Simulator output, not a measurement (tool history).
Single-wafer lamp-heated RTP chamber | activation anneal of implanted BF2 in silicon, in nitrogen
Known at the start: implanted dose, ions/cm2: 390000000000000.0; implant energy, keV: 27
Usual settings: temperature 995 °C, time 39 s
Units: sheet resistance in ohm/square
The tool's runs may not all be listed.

run   hour  temperature  time  read-back reference wafer on the same gauge, sheet resistance  sheet resistance
  1    0.0          995    39                                                         309.94            287.10
  2    7.1          995    57                                                         309.83            284.97
  3   17.3          995    57                                                         310.03            285.59
  4   26.6          995    57                                                         310.22            285.58
  5   38.2          995    39                                                         309.96            287.55
  6   44.3          995    39                                                         310.14            287.90
  7   57.5          995    39                                                         309.80            287.79
  8   63.8          980    39                                                         310.13            291.67
  9   73.8          995    39                                                         309.88            288.01
 10   87.0          995    39                                                         310.24            287.32
 11   96.6          970    51                                                         309.92            294.43
 12  112.8          995    39                                                         309.96            286.76
     130.4  -- reflector plate cleaned
 13  130.9          973    55                                                         309.96            292.73
     139.3  -- pyrometer window cleaned and pyrometer calibrated
 14  139.8         1015    59                                                         309.86            281.07
 15  151.6         1009    18                                                         309.95            287.33

The next listed run, before its measurement:
 16  167.3          995    39                                                              ?                 ?

Run 16 gave read-back reference wafer on the same gauge, sheet resistance 310.13, sheet resistance 286.73 ohm/square.
Without the tool's hidden state the same run would have given sheet resistance 286.73 ohm/square.
